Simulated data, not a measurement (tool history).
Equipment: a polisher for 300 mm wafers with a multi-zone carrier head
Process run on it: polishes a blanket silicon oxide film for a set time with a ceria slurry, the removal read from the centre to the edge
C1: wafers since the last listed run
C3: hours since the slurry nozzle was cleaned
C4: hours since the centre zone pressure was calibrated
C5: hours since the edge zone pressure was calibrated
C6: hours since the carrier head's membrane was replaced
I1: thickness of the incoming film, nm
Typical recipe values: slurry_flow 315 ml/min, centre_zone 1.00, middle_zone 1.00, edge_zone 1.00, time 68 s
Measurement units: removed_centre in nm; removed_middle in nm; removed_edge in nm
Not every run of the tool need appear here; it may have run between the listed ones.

run 1 day=0.000 | slurry_flow=315 centre_zone=1.00 middle_zone=1.00 edge_zone=1.00 time=54 | C1=0 wafers_polished_on_this_pad=909 C3=240.0 C4=100.3 C5=664.0 C6=1291.3 | I1=1232.9 | removed_centre=332.4 removed_middle=328.5 removed_edge=332.8
run 2 day=1.996 | slurry_flow=390 centre_zone=1.00 middle_zone=1.00 edge_zone=1.00 time=68 | C1=407 wafers_polished_on_this_pad=1317 C3=287.9 C4=148.2 C5=711.9 C6=1339.2 | I1=1223.5 | removed_centre=428.5 removed_middle=427.2 removed_edge=428.3
run 3 day=4.300 | slurry_flow=390 centre_zone=1.00 middle_zone=1.00 edge_zone=1.00 time=68 | C1=470 wafers_polished_on_this_pad=1787 C3=343.2 C4=203.5 C5=767.2 C6=1394.5 | I1=1236.0 | removed_centre=425.6 removed_middle=423.4 removed_edge=428.2
-- day=4.817 worn pad replaced by a new one
run 4 day=6.525 | slurry_flow=275 centre_zone=1.00 middle_zone=1.00 edge_zone=1.00 time=82 | C1=419 wafers_polished_on_this_pad=348 C3=396.6 C4=256.9 C5=820.6 C6=1447.9 | I1=1235.5 | removed_centre=487.3 removed_middle=479.1 removed_edge=499.1
run 5 day=9.025 | slurry_flow=315 centre_zone=1.00 middle_zone=1.00 edge_zone=1.00 time=68 | C1=510 wafers_polished_on_this_pad=858 C3=456.6 C4=316.9 C5=880.6 C6=1507.9 | I1=1206.4 | removed_centre=400.9 removed_middle=394.5 removed_edge=415.7
-- day=12.238 slurry nozzle cleaned
run 6 day=12.517 | slurry_flow=315 centre_zone=1.00 middle_zone=1.00 edge_zone=1.00 time=68 | C1=703 wafers_polished_on_this_pad=1562 C3=6.7 C4=400.7 C5=964.4 C6=1591.7 | I1=1216.9 | removed_centre=425.9 removed_middle=412.5 removed_edge=428.8
-- day=12.775 worn pad replaced by a new one, of another model than before
run 7 day=16.442 | slurry_flow=315 centre_zone=1.00 middle_zone=1.00 edge_zone=1.00 time=68 | C1=766 wafers_polished_on_this_pad=747 C3=100.9 C4=494.9 C5=1058.6 C6=1685.9 | I1=1215.8 | removed_centre=422.6 removed_middle=407.4 removed_edge=426.1
-- day=17.321 carrier head's membrane replaced by a new one
run 8 day=19.871 | slurry_flow=315 centre_zone=0.95 middle_zone=1.06 edge_zone=1.00 time=68 | C1=657 wafers_polished_on_this_pad=1404 C3=183.2 C4=577.2 C5=1140.9 C6=61.2 | I1=1218.7 | removed_centre=396.8 removed_middle=435.2 removed_edge=435.3
-- day=20.392 worn pad replaced by a new one
run 9 day=22.588 | slurry_flow=315 centre_zone=1.00 middle_zone=1.00 edge_zone=1.11 time=50 | C1=520 wafers_polished_on_this_pad=447 C3=248.4 C4=642.4 C5=1206.1 C6=126.4 | I1=1227.4 | removed_centre=305.8 removed_middle=303.7 removed_edge=333.1
-- day=24.367 edge zone pressure recalibrated
-- day=26.271 centre zone pressure recalibrated
run 10 day=26.642 | slurry_flow=315 centre_zone=1.00 middle_zone=1.00 edge_zone=1.11 time=50 | C1=793 wafers_polished_on_this_pad=1241 C3=345.7 C4=8.9 C5=54.6 C6=223.7 | I1=1218.6 | removed_centre=293.7 removed_middle=292.4 removed_edge=329.1
run 11 day=29.262 | slurry_flow=315 centre_zone=0.95 middle_zone=1.06 edge_zone=1.00 time=68 | C1=534 wafers_polished_on_this_pad=1775 C3=408.6 C4=71.8 C5=117.5 C6=286.6 | I1=1216.9 | removed_centre=377.5 removed_middle=415.4 removed_edge=407.4
-- day=29.533 worn pad replaced by a new one
run 12 day=31.179 | slurry_flow=370 centre_zone=0.95 middle_zone=1.04 edge_zone=1.00 time=68 | C1=357 wafers_polished_on_this_pad=336 C3=454.6 C4=117.8 C5=163.5 C6=332.6 | I1=1218.5 | removed_centre=378.5 removed_middle=406.5 removed_edge=419.6
-- day=31.475 slurry nozzle cleaned
run 13 day=33.792 | slurry_flow=405 centre_zone=0.88 middle_zone=1.00 edge_zone=1.00 time=78 | C1=524 wafers_polished_on_this_pad=860 C3=55.6 C4=180.5 C5=226.2 C6=395.3 | I1=1197.3 | removed_centre=440.9 removed_middle=484.0 removed_edge=506.1
-- day=38.496 worn pad replaced by a new one
run 14 day=41.821 | slurry_flow=260 centre_zone=1.09 middle_zone=1.00 edge_zone=0.96 time=68 | C1=1604 wafers_polished_on_this_pad=678 C3=248.3 C4=373.2 C5=418.9 C6=588.0 | I1=1220.7 | removed_centre=432.6 removed_middle=403.2 removed_edge=403.8
run 15 day=44.438 | slurry_flow=210 centre_zone=1.00 middle_zone=1.00 edge_zone=1.00 time=81 | C1=533 wafers_polished_on_this_pad=1212 C3=311.1 C4=436.0 C5=481.7 C6=650.8 | I1=1232.9 | removed_centre=429.4 removed_middle=433.8 removed_edge=465.9

Across each entry between runs, compare the hidden state at the last listed run before it with the hidden state at the first listed run after it:
Between runs 3 and 4: worn pad replaced by a new one (day 4.817)
  slurry flow missing at the pad, %: 23 -> 29.3
  measured value less the no-hidden-state value, removed_centre: -9.6 -> -21.0 nm; removed_middle: -8.6 -> -18.4 nm; removed_edge: -6.7 -> -14.3 nm
Between runs 5 and 6: slurry nozzle cleaned (day 12.238)
  slurry flow missing at the pad, %: 37.3 -> 1.76
  measured value less the no-hidden-state value, removed_centre: -21.8 -> -0.7 nm; removed_middle: -19.2 -> -0.6 nm; removed_edge: -15.1 -> -0.4 nm
Between runs 6 and 7: worn pad replaced by a new one, of another model than before (day 12.775)
  slurry flow missing at the pad, %: 1.76 -> 3.35
  measured value less the no-hidden-state value, removed_centre: -0.7 -> -2.3 nm; removed_middle: -0.6 -> -1.9 nm; removed_edge: -0.4 -> -1.6 nm
Between runs 7 and 8: carrier head's membrane replaced by a new one (day 17.321)
  slurry flow missing at the pad, %: 3.35 -> 7.05
  measured value less the no-hidden-state value, removed_centre: -2.3 -> -4.7 nm; removed_middle: -1.9 -> -4.5 nm; removed_edge: -1.6 -> -3.5 nm
Between runs 8 and 9: worn pad replaced by a new one (day 20.392)
  slurry flow missing at the pad, %: 7.05 -> 11.5
  measured value less the no-hidden-state value, removed_centre: -4.7 -> -6.3 nm; removed_middle: -4.5 -> -5.6 nm; removed_edge: -3.5 -> -4.7 nm
Between runs 9 and 10: edge zone pressure recalibrated (day 24.367); centre zone pressure recalibrated (day 26.271)
  slurry flow missing at the pad, %: 11.5 -> 20.6
  measured value less the no-hidden-state value, removed_centre: -6.3 -> -13.1 nm; removed_middle: -5.6 -> -11.7 nm; removed_edge: -4.7 -> -9.9 nm
Between runs 11 and 12: worn pad replaced by a new one (day 29.533)
  slurry flow missing at the pad, %: 28.1 -> 34.4
  measured value less the no-hidden-state value, removed_centre: -27.5 -> -32.0 nm; removed_middle: -27.0 -> -30.8 nm; removed_edge: -19.7 -> -23.7 nm
Between runs 12 and 13: slurry nozzle cleaned (day 31.475)
  slurry flow missing at the pad, %: 34.4 -> 3.55
  measured value less the no-hidden-state value, removed_centre: -32.0 -> -1.7 nm; removed_middle: -30.8 -> -1.7 nm; removed_edge: -23.7 -> -1.4 nm
Between runs 13 and 14: worn pad replaced by a new one (day 38.496)
  slurry flow missing at the pad, %: 3.55 -> 12.8
  measured value less the no-hidden-state value, removed_centre: -1.7 -> -13.7 nm; removed_middle: -1.7 -> -11.3 nm; removed_edge: -1.4 -> -8.4 nm

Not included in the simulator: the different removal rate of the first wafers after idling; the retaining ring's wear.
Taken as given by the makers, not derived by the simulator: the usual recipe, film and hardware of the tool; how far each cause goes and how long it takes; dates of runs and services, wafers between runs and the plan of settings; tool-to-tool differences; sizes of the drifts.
